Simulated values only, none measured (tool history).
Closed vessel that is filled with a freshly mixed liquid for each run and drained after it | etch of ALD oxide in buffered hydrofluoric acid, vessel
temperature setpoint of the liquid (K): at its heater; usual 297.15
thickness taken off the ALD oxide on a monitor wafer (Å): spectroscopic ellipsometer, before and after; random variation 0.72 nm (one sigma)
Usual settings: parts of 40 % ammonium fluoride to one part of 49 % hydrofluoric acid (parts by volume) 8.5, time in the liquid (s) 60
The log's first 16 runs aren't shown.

run	hour	temperature setpoint of the liquid (K)	parts of 40 % ammonium fluoride to one part of 49 % hydrofluoric acid (parts by volume)	time in the liquid (s)	read-back film thickness of the ALD oxide reference wafer, read on the same gauge (nm)	thickness taken off the ALD oxide on a monitor wafer (Å)
17	360.6	297.15	10	85	130.07	2462.1
18	396.3	298.65	11.5	35	130.03	960
19	428.1	295.15	8.5	60	130.06	1778.8
20	460.4	294.15	9.5	60	130.03	1519.5
# hour 475.3: hydrofluoric acid flow meter replaced
21	479.9	300.65	8.5	90	130.03	3560.9
22	505.6	293.15	8.5	60	129.99	1569.4
23	535.8	299.65	11.5	30	129.99	862.3
24	562.2	297.15	6.5	30	130	1281.8
25	587.1	301.65	7.5	85	130.03	4027.7
26	619.4	297.15	8.5	60	129.94	1947.3
27	642.1	297.15	8.5	30	129.98	976.5
# hour 654.6: thermometer replaced
28	656.2	298.65	9.5	40	129.99	1290.3
# hour 661.9: gauge calibrated
29	692.1	297.15	8.5	60	130.01	1966.1
30	721.5	297.15	6	70	130	3220.3
31	740.2	300.15	6.5	60	129.96	3024.8
32	831.7	297.15	8.5	75	130.04	2452.7
33	847.1	300.65	9.5	60	130.04	2155
34	859.9	295.65	11	60	130	1450.9
35	890.5	297.15	8.5	60	129.97	1966.1

3 ways to go on from here, each from the tool as it stands after run 35. What would each give?
A	891.2	297.15	8.5	90	?	?
B	891.2	293.15	10	60	?	?
C	891.2	297.15	11.5	60	?	?

run	read-back film thickness of the ALD oxide reference wafer, read on the same gauge (nm)	thickness taken off the ALD oxide on a monitor wafer (Å)
A	130.03	2950.9
B	130.03	1382.6
C	130.03	1508.9
Without the tool's hidden state the same runs would have given:
run	thickness taken off the ALD oxide on a monitor wafer (Å)
A	2926.8
B	1375.9
C	1497.8
